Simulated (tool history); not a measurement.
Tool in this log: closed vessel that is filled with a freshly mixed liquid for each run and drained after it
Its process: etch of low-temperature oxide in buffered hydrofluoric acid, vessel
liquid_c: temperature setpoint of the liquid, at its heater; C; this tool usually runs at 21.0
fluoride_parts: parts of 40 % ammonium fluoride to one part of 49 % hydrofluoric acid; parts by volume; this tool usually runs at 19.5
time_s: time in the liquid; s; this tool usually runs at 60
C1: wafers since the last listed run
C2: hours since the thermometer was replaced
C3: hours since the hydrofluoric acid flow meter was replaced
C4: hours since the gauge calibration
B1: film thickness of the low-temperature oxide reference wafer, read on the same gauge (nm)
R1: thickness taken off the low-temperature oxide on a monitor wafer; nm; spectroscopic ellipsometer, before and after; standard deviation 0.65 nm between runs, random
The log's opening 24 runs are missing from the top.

{"run": 25, "hour": 2092.4, "liquid_c": 21.0, "fluoride_parts": 19.5, "time_s": 60, "C1": 8939, "C2": 196.9, "C3": 531.7, "C4": 1819.7, "B1": 150.02, "R1": 126.15}
{"run": 26, "hour": 2163.3, "liquid_c": 17.5, "fluoride_parts": 22.5, "time_s": 70, "C1": 9211, "C2": 267.8, "C3": 602.6, "C4": 1890.6, "B1": 150.0, "R1": 109.71}
{"hour": 2183.9, "done": "gauge calibrated"}
{"run": 27, "hour": 2269.7, "liquid_c": 22.5, "fluoride_parts": 16.0, "time_s": 60, "C1": 13824, "C2": 374.2, "C3": 709.0, "C4": 85.8, "B1": 150.0, "R1": 167.16}
{"run": 28, "hour": 2311.1, "liquid_c": 21.0, "fluoride_parts": 13.0, "time_s": 95, "C1": 5379, "C2": 415.6, "C3": 750.4, "C4": 127.2, "B1": 150.02, "R1": 300.05}
{"run": 29, "hour": 2407.7, "liquid_c": 24.0, "fluoride_parts": 24.5, "time_s": 60, "C1": 12551, "C2": 512.2, "C3": 847.0, "C4": 223.8, "B1": 150.0, "R1": 126.57}
{"run": 30, "hour": 2465.2, "liquid_c": 24.0, "fluoride_parts": 19.5, "time_s": 35, "C1": 7470, "C2": 569.7, "C3": 904.5, "C4": 281.3, "B1": 150.0, "R1": 87.85}
{"run": 31, "hour": 2544.8, "liquid_c": 21.0, "fluoride_parts": 17.0, "time_s": 75, "C1": 10342, "C2": 649.3, "C3": 984.1, "C4": 360.9, "B1": 150.0, "R1": 181.9}
{"hour": 2603.9, "done": "thermometer replaced"}
{"run": 32, "hour": 2652.5, "liquid_c": 25.5, "fluoride_parts": 16.5, "time_s": 45, "C1": 13863, "C2": 48.6, "C3": 1091.8, "C4": 468.6, "B1": 150.01, "R1": 143.02}

Below are 4 alternative next runs, each starting from the tool's condition after run 32. Predict each:
{"run": "A", "hour": 2653.2, "liquid_c": 21.0, "fluoride_parts": 24.0, "time_s": 60, "C1": 90, "C2": 49.3, "C3": 1092.5, "C4": 469.3, "B1": "?", "R1": "?"}
{"run": "B", "hour": 2653.2, "liquid_c": 23.5, "fluoride_parts": 22.0, "time_s": 30, "C1": 90, "C2": 49.3, "C3": 1092.5, "C4": 469.3, "B1": "?", "R1": "?"}
{"run": "C", "hour": 2653.2, "liquid_c": 24.0, "fluoride_parts": 23.0, "time_s": 40, "C1": 90, "C2": 49.3, "C3": 1092.5, "C4": 469.3, "B1": "?", "R1": "?"}
{"run": "D", "hour": 2653.2, "liquid_c": 17.0, "fluoride_parts": 19.5, "time_s": 60, "C1": 90, "C2": 49.3, "C3": 1092.5, "C4": 469.3, "B1": "?", "R1": "?"}

run=A B1=150.02 R1=109.64
run=B B1=150.02 R1=66.86
run=C B1=150.02 R1=88.87
run=D B1=150.02 R1=101.69
Without the tool's unlogged condition, the same runs would have read:
run=A R1=109.64
run=B R1=66.86
run=C R1=88.87
run=D R1=101.69
